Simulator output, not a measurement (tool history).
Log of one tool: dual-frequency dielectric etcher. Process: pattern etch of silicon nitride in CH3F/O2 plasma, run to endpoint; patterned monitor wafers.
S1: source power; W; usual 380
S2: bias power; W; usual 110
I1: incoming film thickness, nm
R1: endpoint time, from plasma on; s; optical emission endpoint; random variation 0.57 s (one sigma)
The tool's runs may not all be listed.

run   hour   S1   S2    I1     R1
  1    0.0  340  110  88.2   81.6
  2   16.5  340  110  88.0   80.9
  3   29.1  340  110  88.1   82.0
  4   40.4  380  110  88.3   77.0
  5   47.7  380  110  87.7   77.4
  6   79.3  380  110  87.0   75.4
  7   85.9  380  110  88.3   77.2
  8   94.4  380  110  88.5   77.2
  9  107.0  380  110  87.9   75.8
     118.9  -- source power generator calibrated
 10  121.5  380  110  87.1   75.4
 11  130.8  380  110  87.4   75.1
 12  139.6  380  110  88.1   76.1
     167.3  -- wet clean of the chamber
 13  167.8  290  110  88.1   92.6
 14  168.1  380  126  88.1   75.4
 15  179.4  380  110  88.6   80.9
 16  185.5  320  136  87.6   79.0
 17  196.5  300  135  88.2   81.3
     214.0  -- bias power generator calibrated
 18  214.5  300   87  87.7  100.9
 19  222.1  380  110  88.4   80.4
 20  229.0  410  110  88.2   77.8
 21  246.2  300  110  88.5   90.9
     273.6  -- upper electrode replaced
 22  274.1  380  110  87.7   79.1
 23  274.4  330   98  88.2   91.0
 24  274.8  380  132  88.2   73.8
 25  284.6  380  110  88.1   80.7
 26  292.5  470  110  87.8   73.1
 27  300.6  460   93  88.8   80.7
 28  316.0  340  117  87.4   80.0
 29  328.1  450  122  88.2   70.2
 30  337.0  450  127  87.3   68.5
 31  380.9  320  110  88.0   85.1
 32  392.8  430   85  87.5   82.9
 33  402.2  440  126  87.8   69.4
 34  418.8  450  136  88.5   66.9

Some steps in R1 between neighbouring runs. How much of each would the tool show without its hidden state too (settings, what came in, random variation), and how much is left for the hidden state, with any gauge scatter that isn't in both results?
The hidden state here: etch rate over this chamber's usual, %; source power that arrives over what is set, %; bias power that arrives over what is set, %.
Run 12 -> 13: S1 380 -> 290, wet clean of the chamber. R1 +16.5 s: hidden state +4.7, all else +11.8.
Run 17 -> 18: S2 135 -> 87, bias power generator calibrated. R1 +19.6 s: hidden state -0.2, all else +19.8.
Run 18 -> 19: S1 300 -> 380, S2 87 -> 110. R1 -20.5 s: hidden state +0.0, all else -20.5.
Run 23 -> 24: S1 330 -> 380, S2 98 -> 132. R1 -17.2 s: hidden state +0.1, all else -17.3.
Run 30 -> 31: S1 450 -> 320, S2 127 -> 110. R1 +16.6 s: hidden state -0.6, all else +17.2.
Run 32 -> 33: S1 430 -> 440, S2 85 -> 126. R1 -13.5 s: hidden state +0.3, all else -13.8.

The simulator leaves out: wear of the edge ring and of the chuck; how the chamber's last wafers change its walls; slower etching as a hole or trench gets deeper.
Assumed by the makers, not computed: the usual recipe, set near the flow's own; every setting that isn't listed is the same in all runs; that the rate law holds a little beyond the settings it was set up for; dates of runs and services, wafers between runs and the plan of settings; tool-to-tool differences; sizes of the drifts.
